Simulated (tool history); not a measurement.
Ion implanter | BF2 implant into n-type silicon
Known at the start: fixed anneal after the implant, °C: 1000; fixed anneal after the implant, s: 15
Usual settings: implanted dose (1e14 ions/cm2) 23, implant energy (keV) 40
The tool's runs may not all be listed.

run   hour  implanted dose (1e14 ions/cm2)  implant energy (keV)  read-back reference wafer on the same gauge, sheet resistance  sheet resistance of the implanted and annealed layer (ohm/square)
  1      0                              23                    40                                                         127.02                                                             113.22
  2   40.7                              23                    40                                                         126.98                                                             113.14
  3  112.1                              23                    40                                                         126.99                                                             112.47
  4  139.3                              23                    40                                                         127.03                                                             112.72
  5  179.4                              23                    40                                                         126.98                                                             112.93
  6  227.3                              23                    40                                                            127                                                             112.69
  7  268.6                              23                    40                                                         126.98                                                             113.25
     284.6  -- Faraday cup replaced and dose calibrated
  8  301.5                              23                    40                                                            127                                                             112.63
     328.6  -- extraction supply calibrated
  9  334.6                            29.2                    40                                                         126.97                                                             111.15
     346.2  -- gauge calibrated
 10  404.9                              23                    40                                                         126.99                                                             112.76
 11  475.8                           26.88                    48                                                         126.99                                                             100.61
 12    529                           16.61                    27                                                         127.01                                                              144.3
 13  579.1                           18.28                    30                                                         126.99                                                             134.98
 14    613                           17.92                    32                                                         127.01                                                             130.17
 15  673.5                           26.59                    40                                                         127.01                                                             111.35
 16    732                           20.08                    51                                                            127                                                              99.77
     772.7  -- gauge calibrated
 17  790.9                              23                    40                                                         127.02                                                              112.7

The tool's hidden state at each run:
deviation of the true dose from the Faraday cup's reading, %: 0 in every run
deviation of the true energy from its setpoint, %: 0 in every run
gauge reads high (%): 0 in every run
